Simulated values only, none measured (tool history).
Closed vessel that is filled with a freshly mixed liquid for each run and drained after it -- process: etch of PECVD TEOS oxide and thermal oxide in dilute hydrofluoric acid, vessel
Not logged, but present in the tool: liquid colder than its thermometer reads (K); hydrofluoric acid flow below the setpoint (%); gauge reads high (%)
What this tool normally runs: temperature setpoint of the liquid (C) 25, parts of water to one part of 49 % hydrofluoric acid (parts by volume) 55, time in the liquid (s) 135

| run | day | temperature setpoint of the liquid (C) | parts of water to one part of 49 % hydrofluoric acid (parts by volume) | time in the liquid (s) | wafers since the last listed run | hours since the thermometer was replaced | hours since the hydrofluoric acid flow meter was replaced | hours since the gauge calibration | read-back film thickness of the PECVD TEOS oxide reference wafer, read on the same gauge (nm) | read-back film thickness of the thermal oxide reference wafer, read on the same gauge (nm) | thickness taken off the PECVD TEOS oxide on a monitor wafer (nm) | thickness taken off the thermal oxide on a monitor wafer (nm) |
|---|---|---|---|---|---|---|---|---|---|---|---|---|
| 1 | 0 | 25 | 55 | 135 | 0 | 356.6 | 1950.3 | 1267.3 | 30.01 | 60.02 | 21.8 | 11.39 |
|  | 0.021 | gauge calibrated |
| 2 | 1.138 | 25 | 55 | 135 | 3331 | 383.9 | 1977.6 | 26.8 | 29.99 | 60 | 22.04 | 11.46 |
| 3 | 2.021 | 25 | 55 | 135 | 2586 | 405.1 | 1998.8 | 48 | 29.98 | 60.01 | 22.03 | 11.51 |
| 4 | 3.45 | 22 | 30 | 105 | 4185 | 439.4 | 2033.1 | 82.3 | 29.97 | 60.02 | 28.33 | 14.78 |
| 5 | 4.296 | 25 | 55 | 135 | 2476 | 459.7 | 2053.4 | 102.6 | 29.98 | 60 | 21.82 | 11.27 |
| 6 | 7.679 | 29 | 45 | 190 | 9907 | 540.9 | 2134.6 | 183.8 | 30.01 | 60.01 | 45.6 | 23.44 |
| 7 | 8.608 | 23.5 | 65 | 135 | 2720 | 563.2 | 2156.9 | 206.1 | 30.01 | 59.99 | 17.11 | 8.81 |
| 8 | 9.792 | 25 | 55 | 135 | 3465 | 591.6 | 2185.3 | 234.5 | 29.98 | 60.01 | 21.65 | 11.38 |
| 9 | 10.75 | 20.5 | 30 | 180 | 2806 | 614.6 | 2208.3 | 257.5 | 29.96 | 60 | 45.76 | 23.69 |
| 10 | 11.821 | 29 | 45 | 190 | 3135 | 640.3 | 2234 | 283.2 | 29.97 | 60.01 | 44.29 | 23 |
| 11 | 12.462 | 27 | 45 | 135 | 1879 | 655.7 | 2249.4 | 298.6 | 29.99 | 59.99 | 28.99 | 15.05 |
|  | 13.312 | thermometer replaced |
| 12 | 13.546 | 21 | 65 | 135 | 3050 | 5.6 | 2275.4 | 324.6 | 29.96 | 59.98 | 15.1 | 8.04 |
|  | 14.2 | hydrofluoric acid flow meter replaced |
| 13 | 14.221 | 25 | 65 | 65 | 1854 | 21.8 | 0.5 | 340.8 | 30 | 60.01 | 9.97 | 5.14 |
| 14 | 14.888 | 23.5 | 80 | 135 | 1952 | 37.8 | 16.5 | 356.8 | 29.98 | 60 | 15.32 | 7.98 |
| 15 | 15.896 | 28.5 | 80 | 135 | 2952 | 62 | 40.7 | 381 | 30.03 | 59.97 | 18.47 | 9.63 |
| 16 | 16.662 | 27 | 55 | 135 | 2245 | 80.4 | 59.1 | 399.4 | 29.99 | 59.99 | 26.26 | 13.8 |
| 17 | 17.292 | 28 | 55 | 110 | 1842 | 95.5 | 74.2 | 414.5 | 30 | 60.02 | 22.62 | 11.57 |
| 18 | 17.967 | 22 | 45 | 135 | 1976 | 111.7 | 90.4 | 430.7 | 30.03 | 59.98 | 26.56 | 14.03 |
| 19 | 18.925 | 25 | 55 | 135 | 2806 | 134.7 | 113.4 | 453.7 | 29.99 | 59.99 | 24.45 | 12.72 |
| 20 | 19.658 | 25 | 55 | 135 | 2147 | 152.3 | 131 | 471.3 | 29.98 | 59.99 | 24.45 | 12.67 |
| 21 | 21.117 | 25 | 55 | 135 | 4270 | 187.3 | 166 | 506.3 | 30 | 60 | 24.41 | 12.59 |
| 22 | 22.138 | 25 | 55 | 135 | 2989 | 211.8 | 190.5 | 530.8 | 30 | 59.99 | 24.5 | 12.78 |
| 23 | 22.842 | 25 | 30 | 135 | 2062 | 228.7 | 207.4 | 547.7 | 30.03 | 60 | 45.7 | 24.05 |
| 24 | 23.729 | 25 | 55 | 135 | 2598 | 250 | 228.7 | 569 | 30.01 | 60.03 | 24.1 | 12.68 |
| 25 | 24.488 | 25 | 55 | 135 | 2220 | 268.2 | 246.9 | 587.2 | 30.04 | 60.01 | 24.48 | 12.48 |
| 26 | 25.854 | 29 | 45 | 160 | 4002 | 301 | 279.7 | 620 | 30.02 | 59.97 | 41.97 | 21.54 |

4 options for the next run, each taken on its own from the tool as it stands now. Forecast them:
| A | 25.883 | 25 | 45 | 135 | 85 | 301.7 | 280.4 | 620.7 | ? | ? | ? | ? |
| B | 25.883 | 25 | 55 | 80 | 85 | 301.7 | 280.4 | 620.7 | ? | ? | ? | ? |
| C | 25.883 | 25 | 55 | 65 | 85 | 301.7 | 280.4 | 620.7 | ? | ? | ? | ? |
| D | 25.883 | 29.5 | 55 | 105 | 85 | 301.7 | 280.4 | 620.7 | ? | ? | ? | ? |

| run | read-back film thickness of the PECVD TEOS oxide reference wafer, read on the same gauge (nm) | read-back film thickness of the thermal oxide reference wafer, read on the same gauge (nm) | thickness taken off the PECVD TEOS oxide on a monitor wafer (nm) | thickness taken off the thermal oxide on a monitor wafer (nm) |
|---|---|---|---|---|
| A | 29.98 | 59.95 | 30 | 15.59 |
| B | 29.98 | 59.95 | 14.34 | 7.46 |
| C | 29.98 | 59.95 | 11.65 | 6.06 |
| D | 29.98 | 59.95 | 22.53 | 11.71 |
Stripped of hidden state, with their random variation kept, the same runs would have yielded:
| run | thickness taken off the PECVD TEOS oxide on a monitor wafer (nm) | thickness taken off the thermal oxide on a monitor wafer (nm) |
|---|---|---|
| A | 30.78 | 16 |
| B | 14.72 | 7.65 |
| C | 11.96 | 6.22 |
| D | 23.12 | 12.02 |
